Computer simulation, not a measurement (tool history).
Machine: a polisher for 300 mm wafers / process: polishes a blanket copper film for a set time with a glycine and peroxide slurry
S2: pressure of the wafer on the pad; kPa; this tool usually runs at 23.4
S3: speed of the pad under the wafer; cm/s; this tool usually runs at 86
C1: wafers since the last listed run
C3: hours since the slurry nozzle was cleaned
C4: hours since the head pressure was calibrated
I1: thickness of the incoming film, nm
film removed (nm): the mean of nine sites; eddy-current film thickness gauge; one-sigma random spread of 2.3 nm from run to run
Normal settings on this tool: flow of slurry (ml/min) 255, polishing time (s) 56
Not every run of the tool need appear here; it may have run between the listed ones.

{"run": 1, "hour": 0.0, "flow of slurry (ml/min)": 255, "S2": 23.4, "S3": 86, "polishing time (s)": 56, "C1": 0, "wafers polished on this pad": 1686, "C3": 158.7, "C4": 358.5, "I1": 922.1, "film removed (nm)": 332.4}
{"run": 2, "hour": 65.5, "flow of slurry (ml/min)": 255, "S2": 23.4, "S3": 86, "polishing time (s)": 56, "C1": 732, "wafers polished on this pad": 2419, "C3": 224.2, "C4": 424, "I1": 908.9, "film removed (nm)": 334.6}
{"run": 3, "hour": 96.7, "flow of slurry (ml/min)": 255, "S2": 23.4, "S3": 86, "polishing time (s)": 56, "C1": 348, "wafers polished on this pad": 2768, "C3": 255.4, "C4": 455.2, "I1": 907.4, "film removed (nm)": 331.9}
{"run": 4, "hour": 145.5, "flow of slurry (ml/min)": 255, "S2": 21.4, "S3": 86, "polishing time (s)": 62, "C1": 545, "wafers polished on this pad": 3314, "C3": 304.2, "C4": 504, "I1": 908.6, "film removed (nm)": 343.5}
{"hour": 171.2, "done": "worn pad replaced by a new one"}
{"run": 5, "hour": 175.8, "flow of slurry (ml/min)": 255, "S2": 21.4, "S3": 86, "polishing time (s)": 62, "C1": 294, "wafers polished on this pad": 51, "C3": 334.5, "C4": 534.3, "I1": 922.5, "film removed (nm)": 349.3}
{"hour": 202.9, "done": "slurry nozzle cleaned"}
{"run": 6, "hour": 229.5, "flow of slurry (ml/min)": 255, "S2": 21.4, "S3": 86, "polishing time (s)": 62, "C1": 589, "wafers polished on this pad": 641, "C3": 26.6, "C4": 588, "I1": 932, "film removed (nm)": 348.2}
{"run": 7, "hour": 293.7, "flow of slurry (ml/min)": 255, "S2": 23.4, "S3": 86, "polishing time (s)": 56, "C1": 718, "wafers polished on this pad": 1359, "C3": 90.8, "C4": 652.2, "I1": 915.8, "film removed (nm)": 330.2}
{"run": 8, "hour": 345.5, "flow of slurry (ml/min)": 255, "S2": 23.4, "S3": 86, "polishing time (s)": 56, "C1": 579, "wafers polished on this pad": 1938, "C3": 142.6, "C4": 704, "I1": 928.5, "film removed (nm)": 328.1}
{"run": 9, "hour": 380.0, "flow of slurry (ml/min)": 255, "S2": 23.4, "S3": 86, "polishing time (s)": 56, "C1": 385, "wafers polished on this pad": 2324, "C3": 177.1, "C4": 738.5, "I1": 930, "film removed (nm)": 328.7}
{"run": 10, "hour": 410.0, "flow of slurry (ml/min)": 255, "S2": 23.4, "S3": 86, "polishing time (s)": 56, "C1": 335, "wafers polished on this pad": 2659, "C3": 207.1, "C4": 768.5, "I1": 923.6, "film removed (nm)": 327.8}
{"hour": 456.2, "done": "worn pad replaced by a new one"}
{"run": 11, "hour": 462.7, "flow of slurry (ml/min)": 255, "S2": 23.4, "S3": 86, "polishing time (s)": 56, "C1": 544, "wafers polished on this pad": 72, "C3": 259.8, "C4": 821.2, "I1": 913.7, "film removed (nm)": 334.9}
{"run": 12, "hour": 511.8, "flow of slurry (ml/min)": 255, "S2": 23.4, "S3": 110, "polishing time (s)": 69, "C1": 549, "wafers polished on this pad": 621, "C3": 308.9, "C4": 870.3, "I1": 904.4, "film removed (nm)": 503.5}
{"run": 13, "hour": 547.1, "flow of slurry (ml/min)": 255, "S2": 23.4, "S3": 110, "polishing time (s)": 69, "C1": 394, "wafers polished on this pad": 1016, "C3": 344.2, "C4": 905.6, "I1": 927.6, "film removed (nm)": 499.4}
{"hour": 554.0, "done": "head pressure recalibrated"}
{"hour": 585.8, "done": "slurry nozzle cleaned"}
{"run": 14, "hour": 593.8, "flow of slurry (ml/min)": 255, "S2": 23.4, "S3": 86, "polishing time (s)": 69, "C1": 488, "wafers polished on this pad": 1504, "C3": 8, "C4": 39.8, "I1": 933.9, "film removed (nm)": 422.1}
{"run": 15, "hour": 633.7, "flow of slurry (ml/min)": 255, "S2": 23.4, "S3": 86, "polishing time (s)": 69, "C1": 446, "wafers polished on this pad": 1951, "C3": 47.9, "C4": 79.7, "I1": 926.6, "film removed (nm)": 417.1}
{"run": 16, "hour": 676.6, "flow of slurry (ml/min)": 190, "S2": 23.4, "S3": 62, "polishing time (s)": 56, "C1": 479, "wafers polished on this pad": 2431, "C3": 90.8, "C4": 122.6, "I1": 918, "film removed (nm)": 254.4}
{"run": 17, "hour": 713.9, "flow of slurry (ml/min)": 255, "S2": 20.7, "S3": 106, "polishing time (s)": 56, "C1": 417, "wafers polished on this pad": 2848, "C3": 128.1, "C4": 159.9, "I1": 925.2, "film removed (nm)": 362.3}
{"run": 18, "hour": 740.8, "flow of slurry (ml/min)": 300, "S2": 15.9, "S3": 102, "polishing time (s)": 75, "C1": 300, "wafers polished on this pad": 3149, "C3": 155, "C4": 186.8, "I1": 913.1, "film removed (nm)": 393.3}
{"hour": 808.0, "done": "worn pad replaced by a new one"}
{"run": 19, "hour": 808.5, "flow of slurry (ml/min)": 200, "S2": 29, "S3": 86, "polishing time (s)": 56, "C1": 712, "wafers polished on this pad": 5, "C3": 222.7, "C4": 254.5, "I1": 910.2, "film removed (nm)": 395.9}
{"run": 20, "hour": 858.6, "flow of slurry (ml/min)": 215, "S2": 31, "S3": 96, "polishing time (s)": 56, "C1": 560, "wafers polished on this pad": 565, "C3": 272.8, "C4": 304.6, "I1": 923.8, "film removed (nm)": 448.9}
{"run": 21, "hour": 889.1, "flow of slurry (ml/min)": 180, "S2": 29.6, "S3": 114, "polishing time (s)": 56, "C1": 341, "wafers polished on this pad": 906, "C3": 303.3, "C4": 335.1, "I1": 927.2, "film removed (nm)": 492.3}
{"run": 22, "hour": 934.7, "flow of slurry (ml/min)": 315, "S2": 15.9, "S3": 104, "polishing time (s)": 66, "C1": 509, "wafers polished on this pad": 1416, "C3": 348.9, "C4": 380.7, "I1": 924.9, "film removed (nm)": 352.3}
{"hour": 949.1, "done": "slurry nozzle cleaned"}
{"run": 23, "hour": 999.7, "flow of slurry (ml/min)": 320, "S2": 23.4, "S3": 94, "polishing time (s)": 39, "C1": 715, "wafers polished on this pad": 2132, "C3": 50.6, "C4": 445.7, "I1": 917.5, "film removed (nm)": 250.4}
{"run": 24, "hour": 1025.7, "flow of slurry (ml/min)": 335, "S2": 23.4, "S3": 86, "polishing time (s)": 56, "C1": 290, "wafers polished on this pad": 2423, "C3": 76.6, "C4": 471.7, "I1": 920.3, "film removed (nm)": 337.5}
{"run": 25, "hour": 1083.4, "flow of slurry (ml/min)": 205, "S2": 30.3, "S3": 98, "polishing time (s)": 36, "C1": 645, "wafers polished on this pad": 3068, "C3": 134.3, "C4": 529.4, "I1": 925.8, "film removed (nm)": 280.5}
{"hour": 1092.1, "done": "worn pad replaced by a new one"}
{"run": 26, "hour": 1232.1, "flow of slurry (ml/min)": 255, "S2": 23.4, "S3": 86, "polishing time (s)": 56, "C1": 1618, "wafers polished on this pad": 1565, "C3": 283, "C4": 678.1, "I1": 922.2, "film removed (nm)": 330.6}
{"run": 27, "hour": 1271.8, "flow of slurry (ml/min)": 225, "S2": 20.7, "S3": 86, "polishing time (s)": 56, "C1": 444, "wafers polished on this pad": 2009, "C3": 322.7, "C4": 717.8, "I1": 916.5, "film removed (nm)": 294.8}
{"hour": 1300.0, "done": "slurry nozzle cleaned"}
{"run": 28, "hour": 1319.4, "flow of slurry (ml/min)": 225, "S2": 18.6, "S3": 68, "polishing time (s)": 41, "C1": 521, "wafers polished on this pad": 2531, "C3": 19.4, "C4": 765.4, "I1": 919.3, "film removed (nm)": 167.7}
{"run": 29, "hour": 1385.2, "flow of slurry (ml/min)": 255, "S2": 23.4, "S3": 86, "polishing time (s)": 56, "C1": 735, "wafers polished on this pad": 3267, "C3": 85.2, "C4": 831.2, "I1": 916.8, "film removed (nm)": 327.5}
{"hour": 1396.4, "done": "worn pad replaced by a new one"}
{"run": 30, "hour": 1446.4, "flow of slurry (ml/min)": 255, "S2": 23.4, "S3": 86, "polishing time (s)": 56, "C1": 639, "wafers polished on this pad": 559, "C3": 146.4, "C4": 892.4, "I1": 932, "film removed (nm)": 337.9}
{"run": 31, "hour": 1514.1, "flow of slurry (ml/min)": 255, "S2": 23.4, "S3": 110, "polishing time (s)": 69, "C1": 757, "wafers polished on this pad": 1316, "C3": 214.1, "C4": 960.1, "I1": 928, "film removed (nm)": 496.8}
{"hour": 1517.2, "done": "head pressure recalibrated"}
{"run": 32, "hour": 1539.5, "flow of slurry (ml/min)": 255, "S2": 19.3, "S3": 116, "polishing time (s)": 56, "C1": 261, "wafers polished on this pad": 1578, "C3": 239.5, "C4": 22.3, "I1": 926.6, "film removed (nm)": 376.4}
{"hour": 1605.0, "done": "slurry nozzle cleaned"}
{"run": 33, "hour": 1666.7, "flow of slurry (ml/min)": 255, "S2": 23.4, "S3": 110, "polishing time (s)": 69, "C1": 1411, "wafers polished on this pad": 2989, "C3": 61.7, "C4": 149.5, "I1": 908.1, "film removed (nm)": 501}

What the log doesn't show, run by run:
slurry flow missing at the pad, %: 0, the same for each run
H1: removal rate lost through wear of the pad, %
H2: deviation of the head's pressure from its setpoint, %
run=1 H1=3.24 H2=-4.59
run=2 H1=3.71 H2=-4.96
run=3 H1=3.86 H2=-5.11
run=4 H1=4.02 H2=-5.32
run=5 H1=0.228 H2=-5.43
run=6 H1=1.75 H2=-5.6
run=7 H1=2.83 H2=-5.77
run=8 H1=3.34 H2=-5.88
run=9 H1=3.57 H2=-5.94
run=10 H1=3.72 H2=-5.99
run=11 H1=1.02 H2=-6.06
run=12 H1=2.41 H2=-6.12
run=13 H1=3.1 H2=-6.16
run=14 H1=3.73 H2=-0.651
run=15 H1=4.09 H2=-1.38
run=16 H1=4.36 H2=-2.05
run=17 H1=4.52 H2=-2.56
run=18 H1=4.61 H2=-2.89
run=19 H1=0.461 H2=-3.59
run=20 H1=1.96 H2=-4.01
run=21 H1=2.59 H2=-4.24
run=22 H1=3.26 H2=-4.53
run=23 H1=3.85 H2=-4.88
run=24 H1=4 H2=-4.99
run=25 H1=4.24 H2=-5.22
run=26 H1=3.17 H2=-5.63
run=27 H1=3.52 H2=-5.71
run=28 H1=3.81 H2=-5.79
run=29 H1=4.05 H2=-5.88
run=30 H1=2.01 H2=-5.95
run=31 H1=3.21 H2=-6.01
run=32 H1=3.51 H2=-0.405
run=33 H1=4.28 H2=-2.53
